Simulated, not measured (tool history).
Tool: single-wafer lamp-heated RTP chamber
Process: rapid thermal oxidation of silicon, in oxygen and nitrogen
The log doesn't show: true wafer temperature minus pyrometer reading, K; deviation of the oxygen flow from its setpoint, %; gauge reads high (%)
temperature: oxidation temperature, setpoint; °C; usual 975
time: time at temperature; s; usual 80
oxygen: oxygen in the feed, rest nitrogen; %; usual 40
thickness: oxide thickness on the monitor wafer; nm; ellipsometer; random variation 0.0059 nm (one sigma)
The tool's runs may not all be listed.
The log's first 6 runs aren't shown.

| run | hour | temperature | time | oxygen | wafers since the last listed run | wafers since the last pyrometer calibration | hours since the oxygen flow controller was replaced | hours since the gauge calibration | read-back reference wafer on the same gauge, thickness | thickness |
|---|---|---|---|---|---|---|---|---|---|---|
|  | 276.0 | pyrometer window cleaned and pyrometer calibrated |
| 7 | 293.0 | 952 | 80 | 40 | 588 | 213 | 3984.3 | 788.7 | 3.961 | 3.362 |
| 8 | 339.7 | 952 | 80 | 40 | 587 | 801 | 4031.0 | 835.4 | 3.960 | 3.396 |
| 9 | 409.7 | 952 | 80 | 40 | 880 | 1681 | 4101.0 | 905.4 | 3.960 | 3.402 |
| 10 | 440.0 | 955 | 80 | 40 | 381 | 2063 | 4131.3 | 935.7 | 3.961 | 3.468 |
| 11 | 488.1 | 955 | 80 | 40 | 605 | 2668 | 4179.4 | 983.8 | 3.960 | 3.473 |
| 12 | 536.6 | 955 | 80 | 40 | 610 | 3278 | 4227.9 | 1032.3 | 3.960 | 3.483 |
| 13 | 577.1 | 975 | 80 | 40 | 509 | 3787 | 4268.4 | 1072.8 | 3.961 | 3.949 |
| 14 | 642.6 | 975 | 80 | 40 | 823 | 4611 | 4333.9 | 1138.3 | 3.960 | 3.940 |
|  | 656.6 | pyrometer window cleaned and pyrometer calibrated |
| 15 | 714.5 | 975 | 80 | 40 | 803 | 728 | 4405.8 | 1210.2 | 3.962 | 3.905 |
| 16 | 773.8 | 975 | 80 | 40 | 745 | 1474 | 4465.1 | 1269.5 | 3.960 | 3.938 |
| 17 | 803.7 | 975 | 80 | 40 | 376 | 1850 | 4495.0 | 1299.4 | 3.959 | 3.933 |
| 18 | 846.1 | 996 | 80 | 66 | 533 | 2383 | 4537.4 | 1341.8 | 3.961 | 5.407 |
|  | 875.1 | gauge calibrated |
| 19 | 893.7 | 957 | 80 | 20 | 598 | 2982 | 4585.0 | 18.6 | 3.961 | 2.965 |
|  | 951.1 | oxygen flow controller replaced |
| 20 | 963.4 | 949 | 80 | 40 | 776 | 3758 | 12.3 | 88.3 | 3.959 | 3.406 |
| 21 | 1001.5 | 975 | 80 | 40 | 479 | 4238 | 50.4 | 126.4 | 3.960 | 4.011 |
|  | 1020.9 | pyrometer window cleaned and pyrometer calibrated |
| 22 | 1062.2 | 975 | 105 | 52 | 662 | 519 | 111.1 | 187.1 | 3.960 | 4.838 |
| 23 | 1107.6 | 975 | 119 | 25 | 571 | 1090 | 156.5 | 232.5 | 3.960 | 4.052 |

Forecast run 24:
| 24 | 1138.7 | 1001 | 80 | 24 | 391 | 1481 | 187.6 | 263.6 | ? | ? |

Run 24 gave read-back reference wafer on the same gauge, thickness 3.959, thickness 4.062 nm.
Without the tool's hidden state the same run would have given thickness 4.005 nm.
